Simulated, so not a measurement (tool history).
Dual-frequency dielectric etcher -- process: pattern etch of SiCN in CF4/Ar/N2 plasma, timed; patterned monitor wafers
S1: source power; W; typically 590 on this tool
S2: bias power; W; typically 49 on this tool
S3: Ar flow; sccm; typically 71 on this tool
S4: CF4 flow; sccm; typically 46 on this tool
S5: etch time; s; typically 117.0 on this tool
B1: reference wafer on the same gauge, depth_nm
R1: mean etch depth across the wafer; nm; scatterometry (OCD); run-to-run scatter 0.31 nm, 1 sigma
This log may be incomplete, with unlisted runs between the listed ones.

| run | hour | S1 | S2 | S3 | S4 | S5 | B1 | R1 |
|---|---|---|---|---|---|---|---|---|
| 1 | 0.0 | 550 | 49 | 71 | 46 | 117.0 | 98.0 | 100.9 |
| 2 | 35.8 | 550 | 49 | 71 | 46 | 117.0 | 98.0 | 101.0 |
|  | 112.1 | wet clean of the chamber |
| 3 | 112.6 | 590 | 49 | 71 | 46 | 117.0 | 98.0 | 105.6 |
|  | 164.0 | bias power generator calibrated |
| 4 | 172.2 | 590 | 49 | 71 | 46 | 117.0 | 97.9 | 105.9 |
|  | 196.4 | CF4 flow controller replaced |
| 5 | 208.4 | 590 | 49 | 71 | 52 | 117.0 | 98.0 | 107.2 |
| 6 | 232.6 | 590 | 49 | 71 | 46 | 117.0 | 98.1 | 105.5 |
| 7 | 267.3 | 590 | 49 | 71 | 46 | 117.0 | 98.0 | 105.4 |
| 8 | 410.0 | 590 | 49 | 71 | 46 | 117.0 | 98.0 | 106.5 |
| 9 | 441.5 | 590 | 49 | 77 | 46 | 93.5 | 98.0 | 83.5 |
|  | 444.3 | gauge calibrated |
|  | 488.9 | upper electrode replaced |
| 10 | 495.9 | 550 | 57 | 71 | 41 | 138.5 | 98.0 | 124.7 |
| 11 | 559.7 | 740 | 54 | 71 | 46 | 142.0 | 98.0 | 156.2 |
| 12 | 619.7 | 590 | 49 | 71 | 46 | 117.0 | 98.0 | 106.5 |
|  | 657.8 | wet clean of the chamber |
| 13 | 658.3 | 590 | 49 | 58 | 38 | 117.0 | 98.0 | 106.6 |
| 14 | 699.6 | 460 | 43 | 71 | 37 | 117.0 | 97.9 | 83.0 |
|  | 703.7 | source power generator calibrated |
|  | 727.0 | Ar flow controller replaced |
| 15 | 727.5 | 670 | 42 | 71 | 46 | 117.0 | 97.9 | 109.3 |
| 16 | 759.7 | 630 | 57 | 56 | 56 | 117.0 | 98.0 | 123.7 |
| 17 | 816.6 | 590 | 38 | 71 | 56 | 117.0 | 98.0 | 99.9 |
| 18 | 884.0 | 550 | 57 | 71 | 41 | 138.5 | 98.0 | 123.7 |
| 19 | 953.3 | 520 | 38 | 71 | 39 | 95.0 | 98.0 | 71.6 |
| 20 | 996.5 | 590 | 49 | 71 | 46 | 117.0 | 98.1 | 106.5 |
| 21 | 1026.7 | 590 | 60 | 71 | 46 | 117.0 | 97.9 | 113.8 |

What if the next run were any one of these 4? Each begins from the tool's condition after run 21:
| A | 1027.1 | 590 | 49 | 71 | 46 | 117.0 | ? | ? |
| B | 1027.1 | 510 | 40 | 82 | 46 | 96.0 | ? | ? |
| C | 1027.1 | 590 | 49 | 66 | 46 | 117.0 | ? | ? |
| D | 1027.1 | 480 | 49 | 85 | 51 | 86.0 | ? | ? |

| run | B1 | R1 |
|---|---|---|
| A | 98.0 | 106.3 |
| B | 98.0 | 72.1 |
| C | 98.0 | 107.8 |
| D | 98.0 | 66.8 |
Had the tool no hidden state, the same runs would have come out as:
| run | R1 |
|---|---|
| A | 105.2 |
| B | 71.3 |
| C | 106.6 |
| D | 66.1 |
